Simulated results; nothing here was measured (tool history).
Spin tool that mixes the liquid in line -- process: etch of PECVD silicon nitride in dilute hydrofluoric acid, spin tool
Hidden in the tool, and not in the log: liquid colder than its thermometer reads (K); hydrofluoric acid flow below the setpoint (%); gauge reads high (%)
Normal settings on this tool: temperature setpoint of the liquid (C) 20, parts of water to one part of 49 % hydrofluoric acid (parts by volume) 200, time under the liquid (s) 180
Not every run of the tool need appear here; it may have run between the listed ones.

run	hour	temperature setpoint of the liquid (C)	parts of water to one part of 49 % hydrofluoric acid (parts by volume)	time under the liquid (s)	wafers since the last listed run	hours since the thermometer was replaced	hours since the hydrofluoric acid flow meter was replaced	hours since the gauge calibration	read-back film thickness of the PECVD silicon nitride reference wafer, read on the same gauge (nm)	thickness taken off the PECVD silicon nitride on a monitor wafer (angstrom)
1	0	20	200	225	0	865.2	956.3	362.6	49.966	35.41
2	75.4	20	200	225	381	940.6	1031.7	438	49.993	35.19
3	195.9	20	200	225	609	1061.1	1152.2	558.5	50.01	34.83
# hour 244: gauge calibrated
4	249.8	20	200	95	272	1115	1206.1	5.8	50.04	14.69
5	352.1	20	200	95	517	1217.3	1308.4	108.1	49.943	14.37
6	405.7	20	200	180	271	1270.9	1362	161.7	50.012	26.86
7	487	20	200	180	411	1352.2	1443.3	243	50.028	27.01
8	544.7	20	200	235	291	1409.9	1501	300.7	49.954	35.53
# hour 601.8: hydrofluoric acid flow meter replaced
9	612.4	20	200	180	337	1477.6	10.6	368.4	50.041	30.89
10	687.6	20	200	90	380	1552.8	85.8	443.6	50.029	15.27
11	745.7	23.5	145	180	294	1610.9	143.9	501.7	50.021	50.69
12	811.6	20	200	180	333	1676.8	209.8	567.6	50.005	29.93
# hour 873: gauge calibrated
13	895.9	17	120	115	426	1761.1	294.1	22.9	50.003	25.63
# hour 962: thermometer replaced
14	982.4	20	200	180	432	20.4	380.6	109.4	50.003	30.12
15	1049.8	18.5	225	180	341	87.8	448	176.8	49.987	23.87
16	1151.4	20	280	180	514	189.4	549.6	278.4	50.03	21.29
17	1216.5	23.5	265	240	329	254.5	614.7	343.5	50.03	36.64

Alternative continuations, all from the tool just after run 17; predict every row:
A	1217	20	200	250	2	255	615.2	344	?	?
B	1217	25	200	130	2	255	615.2	344	?	?
C	1217	17	135	255	2	255	615.2	344	?	?

run	read-back film thickness of the PECVD silicon nitride reference wafer, read on the same gauge (nm)	thickness taken off the PECVD silicon nitride on a monitor wafer (angstrom)
A	49.992	39.59
B	49.992	28.33
C	49.992	48.28
The same runs, with their run-to-run variation unchanged, on a tool lacking any hidden condition would have given:
run	thickness taken off the PECVD silicon nitride on a monitor wafer (angstrom)
A	41.52
B	29.76
C	50.63
